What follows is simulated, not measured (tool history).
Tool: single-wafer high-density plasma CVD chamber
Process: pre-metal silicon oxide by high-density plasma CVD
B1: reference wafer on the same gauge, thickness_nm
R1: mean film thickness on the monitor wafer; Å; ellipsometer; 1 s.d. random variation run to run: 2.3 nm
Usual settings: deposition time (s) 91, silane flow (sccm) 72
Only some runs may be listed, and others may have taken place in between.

{"run": 1, "day": 0.0, "deposition time (s)": 91, "silane flow (sccm)": 72, "B1": 700.216, "R1": 6748.46}
{"run": 2, "day": 1.004, "deposition time (s)": 77.8, "silane flow (sccm)": 62, "B1": 699.448, "R1": 4979.43}
{"run": 3, "day": 2.104, "deposition time (s)": 77.8, "silane flow (sccm)": 62, "B1": 700.039, "R1": 4995.44}
{"run": 4, "day": 4.104, "deposition time (s)": 77.8, "silane flow (sccm)": 62, "B1": 699.86, "R1": 4978}
{"run": 5, "day": 5.017, "deposition time (s)": 91, "silane flow (sccm)": 72, "B1": 698.624, "R1": 6746.49}
{"run": 6, "day": 5.629, "deposition time (s)": 91, "silane flow (sccm)": 72, "B1": 700.478, "R1": 6784.97}
{"run": 7, "day": 6.542, "deposition time (s)": 98.1, "silane flow (sccm)": 61, "B1": 700.747, "R1": 6185.54}
{"run": 8, "day": 7.975, "deposition time (s)": 91, "silane flow (sccm)": 72, "B1": 700.16, "R1": 6803.57}
{"run": 9, "day": 8.954, "deposition time (s)": 78.6, "silane flow (sccm)": 81, "B1": 699.801, "R1": 6547.84}
{"run": 10, "day": 9.504, "deposition time (s)": 78.6, "silane flow (sccm)": 81, "B1": 701.171, "R1": 6580.78}
{"run": 11, "day": 10.633, "deposition time (s)": 91, "silane flow (sccm)": 72, "B1": 699.507, "R1": 6713.81}
{"day": 10.658, "done": "gauge calibrated"}
{"run": 12, "day": 11.888, "deposition time (s)": 91, "silane flow (sccm)": 72, "B1": 700.315, "R1": 6751.68}
{"run": 13, "day": 12.825, "deposition time (s)": 91, "silane flow (sccm)": 72, "B1": 699.235, "R1": 6705.84}
{"run": 14, "day": 14.633, "deposition time (s)": 91, "silane flow (sccm)": 72, "B1": 698.822, "R1": 6690.02}
{"run": 15, "day": 15.7, "deposition time (s)": 72.9, "silane flow (sccm)": 76, "B1": 699.665, "R1": 5719.16}
{"run": 16, "day": 16.367, "deposition time (s)": 104.6, "silane flow (sccm)": 82, "B1": 700.304, "R1": 8796.95}
{"run": 17, "day": 17.654, "deposition time (s)": 76.5, "silane flow (sccm)": 77, "B1": 699.371, "R1": 6048.28}
{"run": 18, "day": 18.229, "deposition time (s)": 91, "silane flow (sccm)": 81, "B1": 699.605, "R1": 7565.65}
{"run": 19, "day": 19.554, "deposition time (s)": 91, "silane flow (sccm)": 72, "B1": 699.433, "R1": 6735.79}
{"run": 20, "day": 20.796, "deposition time (s)": 91, "silane flow (sccm)": 67, "B1": 700.548, "R1": 6277.52}
{"day": 21.296, "done": "silane flow controller replaced"}
{"run": 21, "day": 21.333, "deposition time (s)": 91, "silane flow (sccm)": 72, "B1": 699.944, "R1": 6762.54}
{"run": 22, "day": 22.517, "deposition time (s)": 107.7, "silane flow (sccm)": 61, "B1": 700.916, "R1": 6757.41}
{"run": 23, "day": 23.521, "deposition time (s)": 98, "silane flow (sccm)": 77, "B1": 700.348, "R1": 7806.8}
{"run": 24, "day": 24.133, "deposition time (s)": 107.2, "silane flow (sccm)": 64, "B1": 700.12, "R1": 7085.96}
{"run": 25, "day": 25.433, "deposition time (s)": 91, "silane flow (sccm)": 67, "B1": 700.384, "R1": 6267.77}
{"run": 26, "day": 26.392, "deposition time (s)": 95.9, "silane flow (sccm)": 72, "B1": 699.567, "R1": 7109.62}
{"run": 27, "day": 27.038, "deposition time (s)": 106.3, "silane flow (sccm)": 86, "B1": 700.057, "R1": 9384.74}
{"run": 28, "day": 28.408, "deposition time (s)": 96.5, "silane flow (sccm)": 72, "B1": 698.343, "R1": 7182.68}

State the hidden condition of the tool at each of the runs:
delivered silane flow above the setpoint (%): 0 on each run
gauge reads high (%): 0 on each run

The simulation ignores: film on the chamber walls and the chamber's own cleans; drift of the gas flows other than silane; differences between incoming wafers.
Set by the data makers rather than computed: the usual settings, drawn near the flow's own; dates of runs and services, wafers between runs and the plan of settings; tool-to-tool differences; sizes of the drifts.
